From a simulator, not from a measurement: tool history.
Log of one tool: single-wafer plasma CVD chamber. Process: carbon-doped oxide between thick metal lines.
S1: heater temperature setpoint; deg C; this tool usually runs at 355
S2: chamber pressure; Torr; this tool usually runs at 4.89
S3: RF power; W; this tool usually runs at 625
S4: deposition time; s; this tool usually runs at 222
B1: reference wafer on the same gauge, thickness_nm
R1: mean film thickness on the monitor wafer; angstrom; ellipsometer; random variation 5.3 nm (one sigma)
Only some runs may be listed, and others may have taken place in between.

run 1 hour=0 | S1=355 S2=5.32 S3=625 S4=222 | B1=979.255 | R1=11388.59
run 2 hour=56.6 | S1=355 S2=4.89 S3=625 S4=222 | B1=980.21 | R1=11249.15
run 3 hour=90.2 | S1=355 S2=4.89 S3=545 S4=222 | B1=978.761 | R1=10252.23
run 4 hour=166 | S1=355 S2=4.89 S3=625 S4=222 | B1=980.164 | R1=11198.43
run 5 hour=220.9 | S1=355 S2=4.89 S3=625 S4=222 | B1=979.825 | R1=11059.18
-- hour=329.8 showerhead replaced
-- hour=387.9 thermocouple changed; heater temperature recalibrated
-- hour=409.6 capacitance manometer re-zeroed and calibrated
run 6 hour=420 | S1=355 S2=4.89 S3=625 S4=222 | B1=980.258 | R1=11123.01
run 7 hour=489.8 | S1=355 S2=4.89 S3=625 S4=222 | B1=979.584 | R1=11081.45
run 8 hour=527.8 | S1=355 S2=4.89 S3=625 S4=189 | B1=979.718 | R1=9520.88
run 9 hour=565.1 | S1=355 S2=4.89 S3=625 S4=189 | B1=979.574 | R1=9460.29
run 10 hour=591.7 | S1=355 S2=3.72 S3=690 S4=222 | B1=979.891 | R1=11329.92
run 11 hour=651.7 | S1=355 S2=4.89 S3=625 S4=222 | B1=980.494 | R1=11097.16
-- hour=683.1 RF generator calibrated
-- hour=732.9 gauge calibrated
run 12 hour=847.8 | S1=355 S2=4.89 S3=625 S4=222 | B1=979.976 | R1=11328.13
run 13 hour=918.4 | S1=355 S2=3.71 S3=710 S4=249 | B1=979.232 | R1=13293.75
run 14 hour=981.7 | S1=348 S2=3.82 S3=500 S4=185 | B1=979.9 | R1=7869.75
run 15 hour=1007.2 | S1=347 S2=4.89 S3=625 S4=222 | B1=980.06 | R1=11403.5

Branching from run 15: 4 alternative next runs. What would each branch give?
run A hour=1007.7 | S1=355 S2=4.89 S3=625 S4=222 | B1=? | R1=?
run B hour=1007.7 | S1=368 S2=4.89 S3=625 S4=222 | B1=? | R1=?
run C hour=1007.7 | S1=355 S2=6.11 S3=680 S4=249 | B1=? | R1=?
run D hour=1007.7 | S1=355 S2=4.89 S3=705 S4=222 | B1=? | R1=?

run=A B1=980.775 R1=11319.3
run=B B1=980.775 R1=10976.15
run=C B1=980.775 R1=13829.66
run=D B1=980.775 R1=12226.28
Without the tool's hidden state the same runs would have given:
run=A R1=11542.72
run=B R1=11192.8
run=C R1=14094.79
run=D R1=12460.67

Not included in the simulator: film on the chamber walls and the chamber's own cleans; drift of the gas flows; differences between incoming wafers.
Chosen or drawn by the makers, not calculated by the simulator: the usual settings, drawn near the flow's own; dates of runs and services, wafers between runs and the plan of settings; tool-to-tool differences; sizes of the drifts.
